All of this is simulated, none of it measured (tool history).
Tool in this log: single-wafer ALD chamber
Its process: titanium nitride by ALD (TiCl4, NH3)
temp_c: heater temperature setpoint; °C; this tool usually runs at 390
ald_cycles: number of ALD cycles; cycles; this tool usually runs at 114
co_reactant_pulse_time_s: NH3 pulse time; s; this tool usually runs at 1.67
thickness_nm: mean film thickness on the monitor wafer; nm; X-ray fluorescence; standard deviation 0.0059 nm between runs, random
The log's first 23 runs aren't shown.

| run | day | temp_c | ald_cycles | co_reactant_pulse_time_s | wafers since the last listed run | hours since the last thermocouple change | hours since the showerhead was replaced | hours since the gauge calibration | read-back reference wafer on the same gauge, thickness_nm | thickness_nm |
|---|---|---|---|---|---|---|---|---|---|---|
| 24 | 48.279 | 390 | 114 | 1.67 | 161 | 141.7 | 344.4 | 2126.9 | 2.019 | 2.375 |
|  | 48.775 | gauge calibrated |
| 25 | 56.279 | 378 | 114 | 2.33 | 472 | 333.7 | 536.4 | 180.1 | 2.02 | 2.385 |
| 26 | 58.875 | 378 | 129 | 2.22 | 153 | 396 | 598.7 | 242.4 | 2.021 | 2.698 |
| 27 | 64.538 | 390 | 114 | 1.67 | 334 | 531.9 | 734.6 | 378.3 | 2.02 | 2.365 |
| 28 | 66.346 | 378 | 114 | 2.33 | 106 | 575.3 | 778 | 421.7 | 2.019 | 2.393 |
| 29 | 69.321 | 390 | 129 | 2.29 | 175 | 646.7 | 849.4 | 493.1 | 2.021 | 2.716 |
| 30 | 71.046 | 381 | 97 | 1.25 | 101 | 688.1 | 890.8 | 534.5 | 2.02 | 1.947 |
| 31 | 72.783 | 390 | 114 | 1.67 | 102 | 729.8 | 932.5 | 576.2 | 2.019 | 2.36 |
| 32 | 74.979 | 390 | 136 | 1.67 | 129 | 782.5 | 985.2 | 628.9 | 2.02 | 2.822 |
| 33 | 76.65 | 381 | 114 | 1.67 | 98 | 822.6 | 1025.3 | 669 | 2.02 | 2.348 |
| 34 | 79.5 | 398 | 122 | 1.67 | 168 | 891 | 1093.7 | 737.4 | 2.018 | 2.564 |
| 35 | 81.338 | 383 | 101 | 1.96 | 108 | 935.1 | 1137.8 | 781.5 | 2.02 | 2.101 |
| 36 | 84.042 | 399 | 108 | 2.32 | 159 | 1000 | 1202.7 | 846.4 | 2.02 | 2.291 |
| 37 | 86.308 | 390 | 114 | 1.67 | 133 | 1054.4 | 1257.1 | 900.8 | 2.02 | 2.378 |
| 38 | 88.417 | 394 | 124 | 1.28 | 124 | 1105 | 1307.7 | 951.4 | 2.019 | 2.545 |
| 39 | 92.204 | 401 | 114 | 1.67 | 223 | 1195.9 | 1398.6 | 1042.3 | 2.021 | 2.398 |
| 40 | 95.192 | 390 | 134 | 1.67 | 176 | 1267.6 | 1470.3 | 1114 | 2.02 | 2.778 |
|  | 96.283 | thermocouple changed; heater temperature recalibrated |
| 41 | 97.725 | 390 | 120 | 1.67 | 129 | 34.6 | 1531.1 | 1174.8 | 2.021 | 2.487 |

Below are 3 alternative next runs, each starting from the tool's condition after run 41. Predict each:
| A | 97.75 | 378 | 114 | 1.67 | 1 | 35.2 | 1531.7 | 1175.4 | ? | ? |
| B | 97.75 | 378 | 120 | 1.97 | 1 | 35.2 | 1531.7 | 1175.4 | ? | ? |
| C | 97.75 | 403 | 95 | 1.11 | 1 | 35.2 | 1531.7 | 1175.4 | ? | ? |

| run | read-back reference wafer on the same gauge, thickness_nm | thickness_nm |
|---|---|---|
| A | 2.018 | 2.333 |
| B | 2.018 | 2.487 |
| C | 2.018 | 1.951 |
With the hidden condition removed and each run's random variation left untouched, the same runs would have given:
| run | thickness_nm |
|---|---|
| A | 2.333 |
| B | 2.487 |
| C | 1.951 |

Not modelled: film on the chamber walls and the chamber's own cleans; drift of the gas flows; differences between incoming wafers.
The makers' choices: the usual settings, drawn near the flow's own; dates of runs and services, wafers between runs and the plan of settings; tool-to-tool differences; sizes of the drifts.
